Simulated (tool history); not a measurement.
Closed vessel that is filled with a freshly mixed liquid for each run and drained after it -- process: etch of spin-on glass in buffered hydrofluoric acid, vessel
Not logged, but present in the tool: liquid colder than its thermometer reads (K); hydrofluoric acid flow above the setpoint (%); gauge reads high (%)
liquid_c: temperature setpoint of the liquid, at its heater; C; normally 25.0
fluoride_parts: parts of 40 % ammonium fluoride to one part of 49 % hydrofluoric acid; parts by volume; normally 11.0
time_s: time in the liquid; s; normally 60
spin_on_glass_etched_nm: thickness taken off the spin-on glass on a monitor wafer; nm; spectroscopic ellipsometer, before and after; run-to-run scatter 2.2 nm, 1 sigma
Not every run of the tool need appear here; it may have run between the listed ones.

run,hour,liquid_c,fluoride_parts,time_s,wafers since the last listed run,hours since the thermometer was replaced,hours since the hydrofluoric acid flow meter was replaced,hours since the gauge calibration,"read-back film thickness of the spin-on glass reference wafer, read on the same gauge (nm)",spin_on_glass_etched_nm
1,0.0,25.0,11.0,60,0,619.6,24.7,581.4,80.00,329.84
2,37.3,25.0,11.0,60,4356,656.9,62.0,618.7,80.01,333.95
3,104.1,21.5,11.0,60,7801,723.7,128.8,685.5,79.95,276.74
4,159.4,21.5,11.0,60,6458,779.0,184.1,740.8,80.04,274.84
5,220.0,21.5,11.0,60,7077,839.6,244.7,801.4,80.00,276.46
6,277.3,25.0,11.0,60,6691,896.9,302.0,858.7,79.99,340.29
7,348.3,25.0,11.0,60,8291,967.9,373.0,929.7,80.02,342.01
8,404.9,25.0,11.0,60,6610,1024.5,429.6,986.3,79.95,336.87
9,476.8,22.5,11.0,60,8396,1096.4,501.5,1058.2,79.99,299.19
10,502.7,22.5,11.0,60,3024,1122.3,527.4,1084.1,80.00,300.45
11,541.5,22.5,11.0,60,4531,1161.1,566.2,1122.9,79.97,301.50
12,567.0,25.0,11.0,60,2978,1186.6,591.7,1148.4,79.97,343.63
# hour 613.8: thermometer replaced
13,630.6,25.0,11.0,60,7310,16.8,655.3,1212.0,80.02,347.97
14,665.9,25.0,11.0,60,4122,52.1,690.6,1247.3,80.02,345.05
15,730.3,25.0,11.0,60,7520,116.5,755.0,1311.7,79.98,345.56
16,758.1,21.0,7.5,90,3246,144.3,782.8,1339.5,80.01,606.15
17,808.2,25.0,11.0,60,5850,194.4,832.9,1389.6,80.02,349.40
# hour 812.1: hydrofluoric acid flow meter replaced
18,834.5,25.0,11.0,60,2954,220.7,22.4,1415.9,80.00,334.59
# hour 857.4: gauge calibrated
19,891.3,29.0,14.0,60,6633,277.5,79.2,33.9,79.97,326.00
20,941.9,29.5,6.5,70,5909,328.1,129.8,84.5,80.01,819.89
21,987.2,25.0,7.0,35,5290,373.4,175.1,129.8,79.99,300.29
22,1020.0,26.5,9.0,95,3830,406.2,207.9,162.6,80.05,675.52
23,1213.1,29.5,6.5,70,22551,599.3,401.0,355.7,79.99,828.18
24,1255.1,23.0,11.0,90,4904,641.3,443.0,397.7,79.99,453.01
25,1298.5,30.0,11.0,60,5068,684.7,486.4,441.1,79.98,452.86
26,1332.0,22.0,14.0,45,3912,718.2,519.9,474.6,79.99,172.82
27,1378.7,25.0,11.0,35,5453,764.9,566.6,521.3,79.98,199.56
28,1409.6,25.0,7.0,60,3608,795.8,597.5,552.2,79.99,530.18
29,1468.1,25.0,15.0,50,6831,854.3,656.0,610.7,80.01,214.12

5 options for the next run, each taken on its own from the tool as it stands now. Forecast them:
A,1468.8,25.0,12.5,60,81,855.0,656.7,611.4,?,?
B,1468.8,22.0,11.0,50,81,855.0,656.7,611.4,?,?
C,1468.8,23.0,11.0,50,81,855.0,656.7,611.4,?,?
D,1468.8,25.0,14.0,60,81,855.0,656.7,611.4,?,?
E,1468.8,29.5,15.0,40,81,855.0,656.7,611.4,?,?

run,"read-back film thickness of the spin-on glass reference wafer, read on the same gauge (nm)",spin_on_glass_etched_nm
A,79.95,305.26
B,79.95,244.53
C,79.95,258.37
D,79.95,273.21
E,79.95,216.55
Had the tool no hidden state, the same runs would have come out as:
run,spin_on_glass_etched_nm
A,291.62
B,233.64
C,246.87
D,260.98
E,206.86

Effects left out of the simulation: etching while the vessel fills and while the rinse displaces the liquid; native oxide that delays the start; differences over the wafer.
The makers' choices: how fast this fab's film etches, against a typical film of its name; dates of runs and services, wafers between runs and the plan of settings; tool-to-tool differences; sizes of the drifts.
